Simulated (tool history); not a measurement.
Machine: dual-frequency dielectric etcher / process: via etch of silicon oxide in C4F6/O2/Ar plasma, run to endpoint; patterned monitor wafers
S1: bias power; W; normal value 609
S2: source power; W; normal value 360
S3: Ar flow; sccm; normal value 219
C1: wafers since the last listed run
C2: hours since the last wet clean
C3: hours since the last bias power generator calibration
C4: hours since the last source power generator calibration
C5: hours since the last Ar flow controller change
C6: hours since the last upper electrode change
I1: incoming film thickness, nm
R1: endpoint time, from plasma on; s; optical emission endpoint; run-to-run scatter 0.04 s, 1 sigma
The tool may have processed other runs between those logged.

run 1 day=0 | S1=609 S2=360 S3=219 | C1=0 C2=126.7 C3=2583.2 C4=1072.4 C5=3476.4 C6=1945.8 | I1=67 | R1=13.1
run 2 day=13.446 | S1=609 S2=360 S3=219 | C1=5899 C2=449.4 C3=2905.9 C4=1395.1 C5=3799.1 C6=2268.5 | I1=67.2 | R1=12.9
run 3 day=15.379 | S1=609 S2=360 S3=219 | C1=848 C2=495.8 C3=2952.3 C4=1441.5 C5=3845.5 C6=2314.9 | I1=66.8 | R1=12.7
-- day=21.012 wet clean of the chamber
run 4 day=27.021 | S1=609 S2=360 S3=231 | C1=4669 C2=144.2 C3=3231.7 C4=1720.9 C5=4124.9 C6=2594.3 | I1=67.3 | R1=13.2
-- day=28.654 bias power generator calibrated
-- day=29.858 Ar flow controller replaced
run 5 day=30.458 | S1=609 S2=360 S3=231 | C1=1325 C2=226.7 C3=43.3 C4=1803.4 C5=14.4 C6=2676.8 | I1=66.8 | R1=13.1
run 6 day=32.525 | S1=609 S2=360 S3=219 | C1=906 C2=276.3 C3=92.9 C4=1853 C5=64 C6=2726.4 | I1=67.2 | R1=13
-- day=33.933 upper electrode replaced
run 7 day=34.221 | S1=609 S2=360 S3=219 | C1=305 C2=317 C3=133.6 C4=1893.7 C5=104.7 C6=6.9 | I1=67.2 | R1=13
run 8 day=38.3 | S1=609 S2=360 S3=219 | C1=1789 C2=414.9 C3=231.5 C4=1991.6 C5=202.6 C6=104.8 | I1=67.5 | R1=12.9
run 9 day=41.942 | S1=540 S2=360 S3=194 | C1=1597 C2=502.3 C3=318.9 C4=2079 C5=290 C6=192.2 | I1=67.3 | R1=13.1
-- day=45.7 wet clean of the chamber
run 10 day=46.15 | S1=521 S2=340 S3=190 | C1=1407 C2=10.8 C3=419.9 C4=2180 C5=391 C6=293.2 | I1=67.1 | R1=14
run 11 day=48.65 | S1=609 S2=360 S3=205 | C1=1096 C2=70.8 C3=479.9 C4=2240 C5=451 C6=353.2 | I1=67.5 | R1=13
-- day=49.483 source power generator calibrated
run 12 day=51.333 | S1=609 S2=310 S3=219 | C1=1104 C2=135.2 C3=544.3 C4=44.4 C5=515.4 C6=417.6 | I1=66.7 | R1=13.9
run 13 day=53.271 | S1=609 S2=440 S3=219 | C1=850 C2=181.7 C3=590.8 C4=90.9 C5=561.9 C6=464.1 | I1=67.1 | R1=12.3
run 14 day=57.1 | S1=609 S2=360 S3=219 | C1=1680 C2=273.6 C3=682.7 C4=182.8 C5=653.8 C6=556 | I1=67.1 | R1=13.2
run 15 day=59.167 | S1=609 S2=360 S3=219 | C1=906 C2=323.2 C3=732.3 C4=232.4 C5=703.4 C6=605.6 | I1=66.9 | R1=13.1
run 16 day=62.812 | S1=609 S2=430 S3=236 | C1=1599 C2=410.7 C3=819.8 C4=319.9 C5=790.9 C6=693.1 | I1=66.7 | R1=12.2

Alternative continuations, all from the tool just after run 16; predict every row:
run A day=62.829 | S1=609 S2=360 S3=219 | C1=7 C2=411.1 C3=820.2 C4=320.3 C5=791.3 C6=693.5 | I1=67.1 | R1=?
run B day=62.829 | S1=476 S2=430 S3=269 | C1=7 C2=411.1 C3=820.2 C4=320.3 C5=791.3 C6=693.5 | I1=67.1 | R1=?
run C day=62.829 | S1=560 S2=360 S3=219 | C1=7 C2=411.1 C3=820.2 C4=320.3 C5=791.3 C6=693.5 | I1=67.1 | R1=?
run D day=62.829 | S1=744 S2=360 S3=251 | C1=7 C2=411.1 C3=820.2 C4=320.3 C5=791.3 C6=693.5 | I1=67.1 | R1=?

run=A R1=13.1
run=B R1=14
run=C R1=13.6
run=D R1=12.3
Take away the tool's hidden state, keep each run's random variation, and the runs would have read:
run=A R1=13.5
run=B R1=14.5
run=C R1=14
run=D R1=12.7

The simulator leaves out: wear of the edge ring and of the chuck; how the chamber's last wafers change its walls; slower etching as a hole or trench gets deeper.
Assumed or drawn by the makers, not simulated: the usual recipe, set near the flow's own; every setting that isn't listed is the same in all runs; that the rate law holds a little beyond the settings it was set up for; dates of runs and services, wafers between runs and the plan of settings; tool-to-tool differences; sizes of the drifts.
